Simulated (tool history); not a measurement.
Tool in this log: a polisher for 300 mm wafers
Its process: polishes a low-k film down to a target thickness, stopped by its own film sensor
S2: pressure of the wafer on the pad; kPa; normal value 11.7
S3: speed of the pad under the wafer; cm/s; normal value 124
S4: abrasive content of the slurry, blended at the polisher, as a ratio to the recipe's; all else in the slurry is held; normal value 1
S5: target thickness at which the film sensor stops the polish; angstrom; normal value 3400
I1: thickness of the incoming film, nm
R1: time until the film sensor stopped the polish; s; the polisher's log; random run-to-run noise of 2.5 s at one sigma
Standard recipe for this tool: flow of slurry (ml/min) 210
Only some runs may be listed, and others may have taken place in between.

run 1 hour=0 | flow_of_slurry_(ml/min)=230 S2=11.7 S3=124 S4=1 S5=3400 | I1=398.9 | R1=148
run 2 hour=32.8 | flow_of_slurry_(ml/min)=230 S2=11.7 S3=124 S4=1 S5=3400 | I1=396.8 | R1=137.2
-- hour=79.4 slurry nozzle cleaned
run 3 hour=101.4 | flow_of_slurry_(ml/min)=210 S2=11.7 S3=124 S4=1 S5=3400 | I1=394.7 | R1=136.8
-- hour=114.1 slurry blender recalibrated
-- hour=132.6 worn pad replaced by a new one
run 4 hour=146.8 | flow_of_slurry_(ml/min)=210 S2=11.7 S3=124 S4=1 S5=3400 | I1=408.3 | R1=165.2
run 5 hour=205.6 | flow_of_slurry_(ml/min)=190 S2=11.7 S3=124 S4=1 S5=3520 | I1=397.5 | R1=112.5
run 6 hour=231.8 | flow_of_slurry_(ml/min)=210 S2=11.7 S3=124 S4=1 S5=3230 | I1=394.3 | R1=171.6
run 7 hour=280 | flow_of_slurry_(ml/min)=210 S2=11.7 S3=124 S4=1 S5=3400 | I1=394.7 | R1=139.2
-- hour=302.9 worn pad replaced by a new one
-- hour=319.7 slurry blender recalibrated
run 8 hour=320.3 | flow_of_slurry_(ml/min)=210 S2=11.7 S3=124 S4=1 S5=3400 | I1=403.5 | R1=158.3
-- hour=386.6 slurry nozzle cleaned
run 9 hour=387.1 | flow_of_slurry_(ml/min)=210 S2=11.7 S3=124 S4=1 S5=3400 | I1=399.1 | R1=150.8
run 10 hour=449.3 | flow_of_slurry_(ml/min)=210 S2=11.7 S3=124 S4=1 S5=3400 | I1=401.3 | R1=154.9
-- hour=461.1 conditioning disc replaced and pad reconditioned
-- hour=472.9 worn pad replaced by a new one
run 11 hour=505.9 | flow_of_slurry_(ml/min)=190 S2=13.8 S3=124 S4=1 S5=3400 | I1=398.9 | R1=127.8
-- hour=524.1 slurry blender recalibrated
run 12 hour=569.3 | flow_of_slurry_(ml/min)=275 S2=11.7 S3=124 S4=0.7 S5=3400 | I1=405.1 | R1=193.2
run 13 hour=605.3 | flow_of_slurry_(ml/min)=210 S2=11.7 S3=124 S4=1 S5=3400 | I1=396 | R1=136.9
-- hour=650.3 head pressure recalibrated
run 14 hour=664.7 | flow_of_slurry_(ml/min)=210 S2=15.2 S3=142 S4=1.25 S5=3400 | I1=401.4 | R1=96
-- hour=685.8 worn pad replaced by a new one
-- hour=698.5 slurry nozzle cleaned
run 15 hour=713.6 | flow_of_slurry_(ml/min)=210 S2=11.7 S3=124 S4=1 S5=3600 | I1=406.7 | R1=113.4
-- hour=746.2 slurry blender recalibrated
run 16 hour=756.6 | flow_of_slurry_(ml/min)=185 S2=11.7 S3=124 S4=1 S5=3470 | I1=398 | R1=129.7
run 17 hour=826.2 | flow_of_slurry_(ml/min)=210 S2=11.7 S3=124 S4=1 S5=3260 | I1=400.2 | R1=188.1
run 18 hour=856 | flow_of_slurry_(ml/min)=210 S2=15.2 S3=124 S4=1 S5=3500 | I1=397.6 | R1=91.9
-- hour=866.2 worn pad replaced by a new one
run 19 hour=890.1 | flow_of_slurry_(ml/min)=260 S2=11.7 S3=124 S4=0.75 S5=3400 | I1=403.1 | R1=174.9
run 20 hour=922.8 | flow_of_slurry_(ml/min)=210 S2=11.7 S3=124 S4=1 S5=3400 | I1=406 | R1=159.9
-- hour=942.8 slurry blender recalibrated
run 21 hour=985.2 | flow_of_slurry_(ml/min)=210 S2=11.7 S3=82 S4=1.1 S5=3400 | I1=397.9 | R1=191.2

What if the next run were any one of these 4? Each begins from the tool's condition after run 21:
run A hour=985.7 | flow_of_slurry_(ml/min)=280 S2=11.7 S3=124 S4=1 S5=3400 | I1=403.2 | R1=?
run B hour=985.7 | flow_of_slurry_(ml/min)=275 S2=11.7 S3=150 S4=1 S5=3400 | I1=403.2 | R1=?
run C hour=985.7 | flow_of_slurry_(ml/min)=210 S2=11.7 S3=124 S4=0.8 S5=3400 | I1=403.2 | R1=?
run D hour=985.7 | flow_of_slurry_(ml/min)=210 S2=11.7 S3=124 S4=1.2 S5=3400 | I1=403.2 | R1=?

run=A R1=149.9
run=B R1=128.9
run=C R1=172.8
run=D R1=142.7
With no hidden state in the tool, these same runs would have given:
run=A R1=149.9
run=B R1=128.9
run=C R1=172.8
run=D R1=142.7

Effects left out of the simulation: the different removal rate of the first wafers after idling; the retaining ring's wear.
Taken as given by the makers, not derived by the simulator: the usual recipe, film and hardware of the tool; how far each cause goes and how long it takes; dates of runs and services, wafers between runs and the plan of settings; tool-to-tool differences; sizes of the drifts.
